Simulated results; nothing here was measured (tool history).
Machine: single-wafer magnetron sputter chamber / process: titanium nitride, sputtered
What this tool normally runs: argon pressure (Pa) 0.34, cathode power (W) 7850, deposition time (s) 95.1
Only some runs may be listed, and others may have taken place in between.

run,day,argon pressure (Pa),cathode power (W),deposition time (s),wafers since the last listed run,wafers on the sputter target,hours since the last manometer calibration,hours since the magnet pack was replaced,hours since the gauge calibration,"read-back reference wafer on the same gauge, thickness_nm",mean film thickness on the monitor wafer (Å)
1,0,0.34,7850,95.1,0,3640,1783.4,11318.9,654.3,129.984,1292.88
# day 0.55: sputter target and shields replaced
2,1.354,0.34,7850,95.1,287,226,1815.9,11351.4,686.8,129.96,1339.05
3,2.617,0.34,7850,95.1,356,582,1846.2,11381.7,717.1,130.104,1317.66
4,3.188,0.34,7850,95.1,161,743,1859.9,11395.4,730.8,129.921,1310.46
5,3.754,0.34,7850,101.3,159,903,1873.5,11409,744.4,129.843,1400.48
6,4.542,0.34,7850,101.3,222,1125,1892.4,11427.9,763.3,129.955,1390.77
7,5.492,0.34,7850,101.3,267,1393,1915.2,11450.7,786.1,129.689,1387.26
8,6.6,0.34,7850,95.1,312,1706,1941.8,11477.3,812.7,130.057,1292.27
9,7.804,0.34,7850,95.1,339,2045,1970.7,11506.2,841.6,130.178,1307.56
# day 8.217: capacitance manometer re-zeroed and calibrated
10,9.138,0.34,7850,95.1,282,2327,22.1,11538.2,873.6,129.905,1305.17
11,10.008,0.245,7850,82.6,245,2573,43,11559.1,894.5,129.829,1149.74
12,11.25,0.34,9350,95.1,350,2923,72.8,11588.9,924.3,130.037,1483.78
13,12.154,0.265,7850,95.1,255,3178,94.5,11610.6,946,129.958,1326.35
# day 12.654: sputter target and shields replaced
14,12.817,0.34,7850,109,92,45,110.4,11626.5,961.9,130.029,1555.31
15,13.996,0.384,6750,84.2,332,378,138.7,11654.8,990.2,129.793,1028.7
16,15.271,0.303,6600,82.9,359,737,169.3,11685.4,1020.8,129.798,1018.9
17,16.504,0.433,7350,86.7,347,1085,198.9,11715,1050.4,130.085,1104.67
18,17.967,0.249,9350,88.1,412,1498,234,11750.1,1085.5,129.65,1426.77
19,19.079,0.44,9750,95.1,313,1812,260.7,11776.8,1112.2,129.644,1505.21
# day 19.521: magnet pack replaced
20,20.079,0.439,9200,95.1,188,2000,284.7,13.4,1136.2,130.031,1427.59
21,20.796,0.34,7850,95.1,202,2202,301.9,30.6,1153.4,130.121,1286.24
22,21.496,0.443,9400,86.9,197,2399,318.7,47.4,1170.2,129.767,1324.05
# day 22.079: gauge calibrated
23,22.117,0.34,9250,77.9,175,2574,333.6,62.3,0.9,130.019,1211.43
24,23.112,0.34,7850,95.1,280,2855,357.5,86.2,24.8,130.229,1294.35
25,24.292,0.34,7850,109,332,3188,385.8,114.5,53.1,130.327,1465.94
# day 24.654: sputter target and shields replaced
26,25.067,0.34,7050,95.1,124,116,404.4,133.1,71.7,129.767,1225.01
27,26.225,0.34,6750,95.1,326,443,432.2,160.9,99.5,130.248,1176.81
28,30.283,0.418,7250,106.7,1144,1588,529.6,258.3,196.9,129.937,1341.31
29,31.504,0.408,9750,82.7,344,1932,558.9,287.6,226.2,130.475,1322.01
30,32.575,0.34,7850,95.1,302,2234,584.6,313.3,251.9,129.995,1288.58
31,33.792,0.34,6000,95.1,343,2577,613.8,342.5,281.1,130.198,1034.23
32,35.279,0.452,7850,81.9,419,2997,649.5,378.2,316.8,129.966,1058.38
33,35.996,0.454,7850,84.8,202,3199,666.7,395.4,334,129.939,1100.85
34,37.288,0.34,7850,95.1,364,3563,697.7,426.4,365,129.972,1281.08

For each entry between runs, how does the tool's hidden state at the last listed run before it compare with that at the first listed run after it?
After run 1, before run 2: sputter target and shields replaced (day 0.55)
  deposition rate above that of a new target (%): -4.72 -> -0.836
  difference, measured minus the result without the unlogged condition, mean film thickness on the monitor wafer (Å): -63.99 -> -11.29
After run 9, before run 10: capacitance manometer re-zeroed and calibrated (day 8.217)
  deposition rate above that of a new target (%): -3.61 -> -3.81
  difference, measured minus the result without the unlogged condition, mean film thickness on the monitor wafer (Å): -48.94 -> -51.64
After run 13, before run 14: sputter target and shields replaced (day 12.654)
  deposition rate above that of a new target (%): -4.07 -> -0.227
  difference, measured minus the result without the unlogged condition, mean film thickness on the monitor wafer (Å): -56.33 -> -3.55
After run 19, before run 20: magnet pack replaced (day 19.521)
  deposition rate above that of a new target (%): -3.44 -> -3.63
  difference, measured minus the result without the unlogged condition, mean film thickness on the monitor wafer (Å): -53.55 -> -53.7
After run 22, before run 23: gauge calibrated (day 22.079)
  deposition rate above that of a new target (%): -3.83 -> -3.89
  difference, measured minus the result without the unlogged condition, mean film thickness on the monitor wafer (Å): -52.67 -> -49.08
After run 25, before run 26: sputter target and shields replaced (day 24.654)
  deposition rate above that of a new target (%): -4.06 -> -0.57
  difference, measured minus the result without the unlogged condition, mean film thickness on the monitor wafer (Å): -62.1 -> -7.03

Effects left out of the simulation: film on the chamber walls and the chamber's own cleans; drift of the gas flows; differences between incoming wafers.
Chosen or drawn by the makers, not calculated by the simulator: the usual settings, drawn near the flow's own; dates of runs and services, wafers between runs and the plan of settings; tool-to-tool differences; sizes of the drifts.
